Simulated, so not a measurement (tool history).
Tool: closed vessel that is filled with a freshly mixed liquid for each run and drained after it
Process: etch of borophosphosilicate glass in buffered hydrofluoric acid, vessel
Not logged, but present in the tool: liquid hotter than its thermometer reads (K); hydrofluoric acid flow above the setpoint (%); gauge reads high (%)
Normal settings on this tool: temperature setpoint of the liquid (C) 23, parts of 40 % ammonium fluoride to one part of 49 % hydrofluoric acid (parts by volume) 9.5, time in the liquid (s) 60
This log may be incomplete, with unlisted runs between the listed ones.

| run | hour | temperature setpoint of the liquid (C) | parts of 40 % ammonium fluoride to one part of 49 % hydrofluoric acid (parts by volume) | time in the liquid (s) | wafers since the last listed run | hours since the thermometer was replaced | hours since the hydrofluoric acid flow meter was replaced | hours since the gauge calibration | read-back film thickness of the borophosphosilicate glass reference wafer, read on the same gauge (nm) | thickness taken off the borophosphosilicate glass on a monitor wafer (nm) |
|---|---|---|---|---|---|---|---|---|---|---|
| 1 | 0 | 23 | 9.5 | 60 | 0 | 1806.5 | 370.1 | 1073.5 | 119.98 | 125.46 |
| 2 | 92.3 | 23 | 9.5 | 60 | 13530 | 1898.8 | 462.4 | 1165.8 | 119.98 | 125.02 |
| 3 | 126.2 | 23 | 9.5 | 60 | 4969 | 1932.7 | 496.3 | 1199.7 | 120.07 | 126.46 |
| 4 | 210 | 24.5 | 9.5 | 60 | 12284 | 2016.5 | 580.1 | 1283.5 | 120 | 137.16 |
| 5 | 231.3 | 24.5 | 9.5 | 60 | 3122 | 2037.8 | 601.4 | 1304.8 | 119.97 | 137.52 |
|  | 244.4 | hydrofluoric acid flow meter replaced |
| 6 | 246.1 | 23 | 9.5 | 60 | 2022 | 2052.6 | 1.7 | 1319.6 | 119.99 | 123.27 |
| 7 | 273.4 | 21.5 | 7.5 | 30 | 4001 | 2079.9 | 29 | 1346.9 | 119.97 | 72.89 |
| 8 | 296.9 | 23 | 5.5 | 85 | 3444 | 2103.4 | 52.5 | 1370.4 | 120.03 | 296.61 |
| 9 | 309.6 | 23 | 9.5 | 60 | 1861 | 2116.1 | 65.2 | 1383.1 | 120.03 | 125.09 |
| 10 | 324.7 | 23 | 9.5 | 30 | 2213 | 2131.2 | 80.3 | 1398.2 | 120.01 | 62.07 |
| 11 | 355.4 | 26 | 6.5 | 75 | 4500 | 2161.9 | 111 | 1428.9 | 119.99 | 266.83 |
| 12 | 382.2 | 20 | 9.5 | 60 | 3928 | 2188.7 | 137.8 | 1455.7 | 120 | 105.4 |
|  | 407 | gauge calibrated |
| 13 | 416.5 | 27.5 | 11 | 40 | 5028 | 2223 | 172.1 | 9.5 | 120.01 | 92.92 |
| 14 | 430.4 | 23 | 9.5 | 60 | 2037 | 2236.9 | 186 | 23.4 | 119.98 | 124.02 |
| 15 | 463.6 | 23 | 9.5 | 60 | 4866 | 2270.1 | 219.2 | 56.6 | 119.98 | 124.24 |
|  | 465.8 | thermometer replaced |
| 16 | 494.9 | 21.5 | 8 | 30 | 4441 | 29.1 | 250.5 | 87.9 | 120 | 68.95 |
| 17 | 519.3 | 25.5 | 13 | 80 | 3576 | 53.5 | 274.9 | 112.3 | 120.01 | 144.23 |
| 18 | 552.4 | 23 | 9.5 | 60 | 4852 | 86.6 | 308 | 145.4 | 119.95 | 125.32 |
| 19 | 595.5 | 26 | 6.5 | 75 | 6318 | 129.7 | 351.1 | 188.5 | 119.98 | 273.1 |
| 20 | 628.1 | 26 | 9.5 | 60 | 4778 | 162.3 | 383.7 | 221.1 | 119.99 | 149.42 |
| 21 | 641.8 | 26 | 9.5 | 50 | 2008 | 176 | 397.4 | 234.8 | 120 | 124.45 |
| 22 | 673.9 | 27 | 9.5 | 45 | 4705 | 208.1 | 429.5 | 266.9 | 120 | 118.84 |
| 23 | 741 | 23 | 6 | 40 | 9836 | 275.2 | 496.6 | 334 | 119.99 | 134.58 |
| 24 | 769.8 | 19.5 | 13 | 60 | 4221 | 304 | 525.4 | 362.8 | 119.98 | 79.85 |
|  | 796.8 | hydrofluoric acid flow meter replaced |
| 25 | 797.3 | 26.5 | 11.5 | 70 | 3884 | 331.5 | 0.5 | 390.3 | 120 | 145.79 |
| 26 | 817.7 | 21.5 | 7 | 60 | 2990 | 351.9 | 20.9 | 410.7 | 120.02 | 153.28 |
| 27 | 847 | 21.5 | 9.5 | 85 | 4295 | 381.2 | 50.2 | 440 | 120 | 159.67 |
| 28 | 864.2 | 23 | 9.5 | 60 | 2521 | 398.4 | 67.4 | 457.2 | 120 | 123.29 |
| 29 | 878.4 | 23 | 9.5 | 60 | 2081 | 412.6 | 81.6 | 471.4 | 120.05 | 122.08 |
| 30 | 908 | 23 | 9.5 | 60 | 4339 | 442.2 | 111.2 | 501 | 120 | 124.72 |
| 31 | 931.8 | 23 | 9.5 | 60 | 3488 | 466 | 135 | 524.8 | 119.99 | 123.6 |

Each row is a separate what-if for the run after 31, all from the same tool condition, not one after another. Results?
| A | 932.5 | 23 | 9.5 | 60 | 102 | 466.7 | 135.7 | 525.5 | ? | ? |
| B | 932.5 | 23 | 7 | 30 | 102 | 466.7 | 135.7 | 525.5 | ? | ? |
| C | 932.5 | 19.5 | 12 | 45 | 102 | 466.7 | 135.7 | 525.5 | ? | ? |
| D | 932.5 | 21 | 5.5 | 70 | 102 | 466.7 | 135.7 | 525.5 | ? | ? |

| run | read-back film thickness of the borophosphosilicate glass reference wafer, read on the same gauge (nm) | thickness taken off the borophosphosilicate glass on a monitor wafer (nm) |
|---|---|---|
| A | 119.98 | 122.83 |
| B | 119.98 | 84.06 |
| C | 119.98 | 61.87 |
| D | 119.98 | 217.59 |
Without the tool's unlogged condition, the same runs would have read:
| run | thickness taken off the borophosphosilicate glass on a monitor wafer (nm) |
|---|---|
| A | 121.51 |
| B | 82.8 |
| C | 60.84 |
| D | 214.37 |
